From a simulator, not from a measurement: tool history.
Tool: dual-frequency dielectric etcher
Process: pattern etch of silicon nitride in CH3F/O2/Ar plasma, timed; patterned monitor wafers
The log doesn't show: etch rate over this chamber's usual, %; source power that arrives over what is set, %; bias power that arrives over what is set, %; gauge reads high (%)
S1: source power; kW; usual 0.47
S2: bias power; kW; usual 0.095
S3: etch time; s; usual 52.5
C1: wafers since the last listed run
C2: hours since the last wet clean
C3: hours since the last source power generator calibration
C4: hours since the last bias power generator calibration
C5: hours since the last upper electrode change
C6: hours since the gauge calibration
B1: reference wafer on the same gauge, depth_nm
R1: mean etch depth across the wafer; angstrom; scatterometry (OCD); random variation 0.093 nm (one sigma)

Run 1, hour 0: usual settings but S2 0.105 kW, S3 44.5 s; C1 0; C2 239.3; C3 1826.6; C4 4724.5; C5 3221.7; C6 61.9; B1 36.92. Result: R1 363.8 angstrom.
Run 2, hour 40.1: usual settings but S2 0.105 kW, S3 44.5 s; C1 398; C2 279.4; C3 1866.7; C4 4764.6; C5 3261.8; C6 102; B1 36.91. Result: R1 364 angstrom.
Run 3, hour 53.6: usual settings but S2 0.105 kW, S3 44.5 s; C1 134; C2 292.9; C3 1880.2; C4 4778.1; C5 3275.3; C6 115.5; B1 36.91. Result: R1 363.1 angstrom.
Run 4, hour 60.3: usual settings; C1 66; C2 299.6; C3 1886.9; C4 4784.8; C5 3282; C6 122.2; B1 36.91. Result: R1 410.5 angstrom.
Run 5, hour 78.1: usual settings; C1 176; C2 317.4; C3 1904.7; C4 4802.6; C5 3299.8; C6 140; B1 36.9. Result: R1 412.6 angstrom.
Run 6, hour 86.6: usual settings; C1 84; C2 325.9; C3 1913.2; C4 4811.1; C5 3308.3; C6 148.5; B1 36.91. Result: R1 411 angstrom.
Run 7, hour 95.1: usual settings; C1 84; C2 334.4; C3 1921.7; C4 4819.6; C5 3316.8; C6 157; B1 36.88. Result: R1 409.9 angstrom.
At hour 129.8: upper electrode replaced.
Run 8, hour 130.3: usual settings; C1 111; C2 369.6; C3 1956.9; C4 4854.8; C5 0.5; C6 192.2; B1 36.93. Result: R1 406.6 angstrom.
Run 9, hour 130.6: usual settings; C1 2; C2 369.9; C3 1957.2; C4 4855.1; C5 0.8; C6 192.5; B1 36.88. Result: R1 409.4 angstrom.
Run 10, hour 133.6: usual settings but S1 0.38 kW; C1 29; C2 372.9; C3 1960.2; C4 4858.1; C5 3.8; C6 195.5; B1 36.87. Result: R1 370.5 angstrom.
At hour 166.9: wet clean of the chamber.
Run 11, hour 167.4: usual settings but S2 0.084 kW, S3 64 s; C1 97; C2 0.5; C3 1994; C4 4891.9; C5 37.6; C6 229.3; B1 36.88. Result: R1 494.9 angstrom.
Run 12, hour 167.7: usual settings but S1 0.38 kW, S2 0.083 kW, S3 59 s; C1 2; C2 0.8; C3 1994.3; C4 4892.2; C5 37.9; C6 229.6; B1 36.9. Result: R1 409.1 angstrom.
Run 13, hour 177.7: usual settings; C1 99; C2 10.8; C3 2004.3; C4 4902.2; C5 47.9; C6 239.6; B1 36.92. Result: R1 424.3 angstrom.
Run 14, hour 194.6: usual settings but S1 0.38 kW, S2 0.083 kW, S3 59 s; C1 167; C2 27.7; C3 2021.2; C4 4919.1; C5 64.8; C6 256.5; B1 36.91. Result: R1 408.3 angstrom.
At hour 200.6: source power generator calibrated.
Run 15, hour 201.1: usual settings but S1 0.44 kW, S2 0.077 kW, S3 40 s; C1 24; C2 34.2; C3 0.5; C4 4925.6; C5 71.3; C6 263; B1 36.9. Result: R1 288.4 angstrom.
At hour 221.7: bias power generator calibrated.
Run 16, hour 222.2: usual settings but S1 0.4 kW, S2 0.102 kW; C1 169; C2 55.3; C3 21.6; C4 0.5; C5 92.4; C6 284.1; B1 36.91. Result: R1 404.3 angstrom.
At hour 230.3: gauge calibrated.
Run 17, hour 233.1: usual settings but S1 0.4 kW, S2 0.102 kW; C1 108; C2 66.2; C3 32.5; C4 11.4; C5 103.3; C6 2.8; B1 36.9. Result: R1 404.1 angstrom.
Run 18, hour 249: usual settings but S1 0.57 kW, S3 60.5 s; C1 157; C2 82.1; C3 48.4; C4 27.3; C5 119.2; C6 18.7; B1 36.91. Result: R1 528 angstrom.
Run 19, hour 265.6: usual settings but S1 0.41 kW, S3 67.5 s; C1 164; C2 98.7; C3 65; C4 43.9; C5 135.8; C6 35.3; B1 36.9. Result: R1 509.3 angstrom.
Run 20, hour 279.8: usual settings but S3 61 s; C1 141; C2 112.9; C3 79.2; C4 58.1; C5 150; C6 49.5; B1 36.88. Result: R1 489.8 angstrom.
Run 21, hour 291.5: usual settings but S1 0.44 kW, S3 42 s; C1 116; C2 124.6; C3 90.9; C4 69.8; C5 161.7; C6 61.2; B1 36.91. Result: R1 327.8 angstrom.

Forecast each of these 5 alternatives for the next run:
Run A, hour 291.9: usual settings; C1 3; C2 125; C3 91.3; C4 70.2; C5 162.1; C6 61.6; B1 ?. Result: R1 ?.
Run B, hour 291.9: usual settings but S1 0.59 kW, S2 0.072 kW, S3 58.5 s; C1 3; C2 125; C3 91.3; C4 70.2; C5 162.1; C6 61.6; B1 ?. Result: R1 ?.
Run C, hour 291.9: usual settings but S2 0.074 kW; C1 3; C2 125; C3 91.3; C4 70.2; C5 162.1; C6 61.6; B1 ?. Result: R1 ?.
Run D, hour 291.9: usual settings but S3 40 s; C1 3; C2 125; C3 91.3; C4 70.2; C5 162.1; C6 61.6; B1 ?. Result: R1 ?.
Run E, hour 291.9: usual settings but S1 0.43 kW, S3 38.5 s; C1 3; C2 125; C3 91.3; C4 70.2; C5 162.1; C6 61.6; B1 ?. Result: R1 ?.

run     B1     R1
  A  36.91  420.8
  B  36.91  466.7
  C  36.91  381.5
  D  36.91  320.6
  E  36.91  296.2
Without the tool's hidden state the same runs would have given:
run     R1
  A  424.8
  B  471.2
  C  385.2
  D  323.7
  E    299
